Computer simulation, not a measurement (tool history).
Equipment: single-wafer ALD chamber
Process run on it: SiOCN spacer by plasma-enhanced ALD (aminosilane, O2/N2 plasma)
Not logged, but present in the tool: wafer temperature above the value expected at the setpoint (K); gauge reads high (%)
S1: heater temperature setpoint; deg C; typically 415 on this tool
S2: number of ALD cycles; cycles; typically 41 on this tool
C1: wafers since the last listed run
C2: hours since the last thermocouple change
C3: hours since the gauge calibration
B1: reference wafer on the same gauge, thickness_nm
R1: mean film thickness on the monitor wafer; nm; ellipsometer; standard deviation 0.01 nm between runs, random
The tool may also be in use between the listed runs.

{"run": 1, "hour": 0.0, "S1": 415, "S2": 41, "C1": 0, "C2": 705.3, "C3": 102.1, "B1": 2.541, "R1": 2.226}
{"run": 2, "hour": 70.5, "S1": 415, "S2": 41, "C1": 534, "C2": 775.8, "C3": 172.6, "B1": 2.538, "R1": 2.228}
{"run": 3, "hour": 114.7, "S1": 415, "S2": 45, "C1": 335, "C2": 820.0, "C3": 216.8, "B1": 2.535, "R1": 2.446}
{"run": 4, "hour": 171.4, "S1": 415, "S2": 45, "C1": 430, "C2": 876.7, "C3": 273.5, "B1": 2.54, "R1": 2.457}
{"run": 5, "hour": 243.3, "S1": 412, "S2": 41, "C1": 545, "C2": 948.6, "C3": 345.4, "B1": 2.536, "R1": 2.244}
{"run": 6, "hour": 357.4, "S1": 412, "S2": 41, "C1": 865, "C2": 1062.7, "C3": 459.5, "B1": 2.539, "R1": 2.231}
{"run": 7, "hour": 396.8, "S1": 412, "S2": 41, "C1": 298, "C2": 1102.1, "C3": 498.9, "B1": 2.541, "R1": 2.259}
{"run": 8, "hour": 431.0, "S1": 415, "S2": 44, "C1": 259, "C2": 1136.3, "C3": 533.1, "B1": 2.537, "R1": 2.382}
{"run": 9, "hour": 483.5, "S1": 415, "S2": 44, "C1": 398, "C2": 1188.8, "C3": 585.6, "B1": 2.545, "R1": 2.382}
{"run": 10, "hour": 511.6, "S1": 415, "S2": 44, "C1": 213, "C2": 1216.9, "C3": 613.7, "B1": 2.544, "R1": 2.379}
{"run": 11, "hour": 554.2, "S1": 423, "S2": 41, "C1": 323, "C2": 1259.5, "C3": 656.3, "B1": 2.544, "R1": 2.195}
{"hour": 563.8, "done": "thermocouple changed; heater temperature recalibrated"}
{"run": 12, "hour": 606.6, "S1": 421, "S2": 37, "C1": 336, "C2": 42.8, "C3": 708.7, "B1": 2.544, "R1": 1.989}
{"run": 13, "hour": 657.2, "S1": 415, "S2": 44, "C1": 383, "C2": 93.4, "C3": 759.3, "B1": 2.542, "R1": 2.388}
{"run": 14, "hour": 693.1, "S1": 429, "S2": 34, "C1": 272, "C2": 129.3, "C3": 795.2, "B1": 2.535, "R1": 1.787}
{"hour": 753.2, "done": "gauge calibrated"}
{"run": 15, "hour": 755.0, "S1": 409, "S2": 48, "C1": 469, "C2": 191.2, "C3": 1.8, "B1": 2.54, "R1": 2.629}
{"run": 16, "hour": 806.7, "S1": 426, "S2": 37, "C1": 392, "C2": 242.9, "C3": 53.5, "B1": 2.538, "R1": 1.953}
{"run": 17, "hour": 915.0, "S1": 415, "S2": 41, "C1": 821, "C2": 351.2, "C3": 161.8, "B1": 2.548, "R1": 2.244}
{"run": 18, "hour": 980.4, "S1": 423, "S2": 33, "C1": 496, "C2": 416.6, "C3": 227.2, "B1": 2.539, "R1": 1.749}
{"run": 19, "hour": 1037.7, "S1": 421, "S2": 35, "C1": 434, "C2": 473.9, "C3": 284.5, "B1": 2.535, "R1": 1.867}
{"run": 20, "hour": 1076.7, "S1": 409, "S2": 33, "C1": 295, "C2": 512.9, "C3": 323.5, "B1": 2.534, "R1": 1.817}
{"run": 21, "hour": 1124.0, "S1": 406, "S2": 33, "C1": 358, "C2": 560.2, "C3": 370.8, "B1": 2.54, "R1": 1.84}

Each row is a separate what-if for the run after 21, all from the same tool condition, not one after another. Results?
{"run": "A", "hour": 1124.5, "S1": 415, "S2": 41, "C1": 3, "C2": 560.7, "C3": 371.3, "B1": "?", "R1": "?"}
{"run": "B", "hour": 1124.5, "S1": 428, "S2": 41, "C1": 3, "C2": 560.7, "C3": 371.3, "B1": "?", "R1": "?"}
{"run": "C", "hour": 1124.5, "S1": 407, "S2": 38, "C1": 3, "C2": 560.7, "C3": 371.3, "B1": "?", "R1": "?"}
{"run": "D", "hour": 1124.5, "S1": 427, "S2": 38, "C1": 3, "C2": 560.7, "C3": 371.3, "B1": "?", "R1": "?"}

run=A B1=2.538 R1=2.210
run=B B1=2.538 R1=2.130
run=C B1=2.538 R1=2.093
run=D B1=2.538 R1=1.980
Had the tool no hidden state, the same runs would have come out as:
run=A R1=2.210
run=B R1=2.130
run=C R1=2.093
run=D R1=1.980

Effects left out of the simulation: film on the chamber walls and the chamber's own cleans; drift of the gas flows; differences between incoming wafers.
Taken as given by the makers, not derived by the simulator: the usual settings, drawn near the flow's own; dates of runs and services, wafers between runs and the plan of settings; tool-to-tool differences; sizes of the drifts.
